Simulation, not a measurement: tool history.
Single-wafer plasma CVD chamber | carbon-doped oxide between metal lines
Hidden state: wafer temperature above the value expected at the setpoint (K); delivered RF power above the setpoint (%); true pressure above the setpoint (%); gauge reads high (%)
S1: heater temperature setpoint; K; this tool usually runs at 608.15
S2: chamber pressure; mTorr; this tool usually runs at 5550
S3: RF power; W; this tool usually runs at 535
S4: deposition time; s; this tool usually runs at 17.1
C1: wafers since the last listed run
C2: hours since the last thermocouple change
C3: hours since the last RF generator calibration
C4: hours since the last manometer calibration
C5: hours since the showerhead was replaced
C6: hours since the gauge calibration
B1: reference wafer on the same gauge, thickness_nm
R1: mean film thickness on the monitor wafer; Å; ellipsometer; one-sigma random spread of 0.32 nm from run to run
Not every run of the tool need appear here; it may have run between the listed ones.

| run | hour | S1 | S2 | S3 | S4 | C1 | C2 | C3 | C4 | C5 | C6 | B1 | R1 |
|---|---|---|---|---|---|---|---|---|---|---|---|---|---|
| 1 | 0 | 608.15 | 5550 | 535 | 17.1 | 0 | 561.6 | 262.7 | 1743.8 | 6359.2 | 1184.3 | 90.778 | 871.49 |
| 2 | 37.5 | 608.15 | 5550 | 535 | 17.1 | 865 | 599.1 | 300.2 | 1781.3 | 6396.7 | 1221.8 | 90.814 | 876.16 |
| 3 | 102.6 | 608.15 | 5550 | 535 | 17.1 | 1502 | 664.2 | 365.3 | 1846.4 | 6461.8 | 1286.9 | 90.77 | 868.89 |
| 4 | 149 | 608.15 | 5550 | 535 | 17.1 | 1071 | 710.6 | 411.7 | 1892.8 | 6508.2 | 1333.3 | 90.781 | 871.98 |
| 5 | 302.2 | 608.15 | 5550 | 535 | 17.1 | 3536 | 863.8 | 564.9 | 2046 | 6661.4 | 1486.5 | 90.763 | 873.22 |
|  | 308.3 | gauge calibrated |
| 6 | 356.9 | 608.15 | 5550 | 535 | 17.1 | 1262 | 918.5 | 619.6 | 2100.7 | 6716.1 | 48.6 | 90.789 | 870.11 |
| 7 | 398.1 | 608.15 | 5550 | 535 | 17.1 | 950 | 959.7 | 660.8 | 2141.9 | 6757.3 | 89.8 | 90.763 | 870.26 |
| 8 | 469.3 | 608.15 | 5550 | 535 | 17.1 | 1643 | 1030.9 | 732 | 2213.1 | 6828.5 | 161 | 90.765 | 873.1 |
| 9 | 538.2 | 608.15 | 5550 | 535 | 17.1 | 1590 | 1099.8 | 800.9 | 2282 | 6897.4 | 229.9 | 90.739 | 861.14 |
| 10 | 590.4 | 608.15 | 5550 | 535 | 17.1 | 1204 | 1152 | 853.1 | 2334.2 | 6949.6 | 282.1 | 90.855 | 868.84 |
| 11 | 641.7 | 608.15 | 5550 | 535 | 17.1 | 1184 | 1203.3 | 904.4 | 2385.5 | 7000.9 | 333.4 | 90.776 | 865.86 |
| 12 | 703.8 | 608.15 | 5550 | 535 | 18.7 | 1433 | 1265.4 | 966.5 | 2447.6 | 7063 | 395.5 | 90.745 | 945.82 |
|  | 720.3 | capacitance manometer re-zeroed and calibrated |
| 13 | 742 | 608.15 | 5550 | 535 | 17.1 | 697 | 1303.6 | 1004.7 | 21.7 | 7101.2 | 433.7 | 90.81 | 870.03 |
| 14 | 791.7 | 608.15 | 5550 | 485 | 17.1 | 1147 | 1353.3 | 1054.4 | 71.4 | 7150.9 | 483.4 | 90.802 | 821.64 |
| 15 | 839.8 | 598.15 | 4490 | 505 | 17.1 | 1110 | 1401.4 | 1102.5 | 119.5 | 7199 | 531.5 | 90.816 | 826.74 |
| 16 | 900 | 600.15 | 4240 | 440 | 13.7 | 1389 | 1461.6 | 1162.7 | 179.7 | 7259.2 | 591.7 | 90.829 | 597.16 |
|  | 921.9 | thermocouple changed; heater temperature recalibrated |
| 17 | 928.6 | 608.15 | 4970 | 610 | 17.1 | 475 | 6.7 | 1191.3 | 208.3 | 7287.8 | 620.3 | 90.782 | 909.75 |
|  | 1022.2 | RF generator calibrated |
| 18 | 1052.1 | 608.15 | 6220 | 535 | 15.1 | 2665 | 130.2 | 29.9 | 331.8 | 7411.3 | 743.8 | 90.832 | 803.88 |
| 19 | 1092.2 | 614.15 | 4610 | 450 | 15.8 | 925 | 170.3 | 70 | 371.9 | 7451.4 | 783.9 | 90.847 | 698.32 |
|  | 1113.2 | showerhead replaced |
| 20 | 1118.9 | 612.15 | 6290 | 535 | 18.7 | 431 | 197 | 96.7 | 398.6 | 5.7 | 810.6 | 90.77 | 981.4 |
| 21 | 1183.9 | 608.15 | 5110 | 620 | 17.1 | 1500 | 262 | 161.7 | 463.6 | 70.7 | 875.6 | 90.833 | 945.41 |
| 22 | 1246.8 | 608.15 | 6640 | 610 | 18.5 | 1451 | 324.9 | 224.6 | 526.5 | 133.6 | 938.5 | 90.838 | 1062.9 |
| 23 | 1281.6 | 608.15 | 5550 | 535 | 17.1 | 803 | 359.7 | 259.4 | 561.3 | 168.4 | 973.3 | 90.804 | 882.46 |
| 24 | 1317 | 619.15 | 5550 | 535 | 17.1 | 817 | 395.1 | 294.8 | 596.7 | 203.8 | 1008.7 | 90.832 | 860.21 |
| 25 | 1363.6 | 597.15 | 4940 | 435 | 19.9 | 1075 | 441.7 | 341.4 | 643.3 | 250.4 | 1055.3 | 90.714 | 914.34 |
| 26 | 1387.8 | 608.15 | 4520 | 535 | 19.4 | 558 | 465.9 | 365.6 | 667.5 | 274.6 | 1079.5 | 90.784 | 957.1 |
| 27 | 1447 | 608.15 | 5550 | 485 | 17.1 | 1366 | 525.1 | 424.8 | 726.7 | 333.8 | 1138.7 | 90.782 | 837.91 |
| 28 | 1481.6 | 608.15 | 5550 | 535 | 14.7 | 798 | 559.7 | 459.4 | 761.3 | 368.4 | 1173.3 | 90.853 | 755.67 |

Here are 4 independent what-if runs from the current tool condition. What would each one return?
| A | 1482 | 608.15 | 5550 | 535 | 17.1 | 9 | 560.1 | 459.8 | 761.7 | 368.8 | 1173.7 | ? | ? |
| B | 1482 | 608.15 | 4560 | 600 | 18.5 | 9 | 560.1 | 459.8 | 761.7 | 368.8 | 1173.7 | ? | ? |
| C | 1482 | 593.15 | 5550 | 625 | 17.1 | 9 | 560.1 | 459.8 | 761.7 | 368.8 | 1173.7 | ? | ? |
| D | 1482 | 608.15 | 4210 | 620 | 14.8 | 9 | 560.1 | 459.8 | 761.7 | 368.8 | 1173.7 | ? | ? |

| run | B1 | R1 |
|---|---|---|
| A | 90.877 | 885.38 |
| B | 90.877 | 972.45 |
| C | 90.877 | 1013.34 |
| D | 90.877 | 781.35 |
Without the tool's hidden state the same runs would have given:
| run | R1 |
|---|---|
| A | 892.67 |
| B | 979.77 |
| C | 1021.58 |
| D | 787.12 |
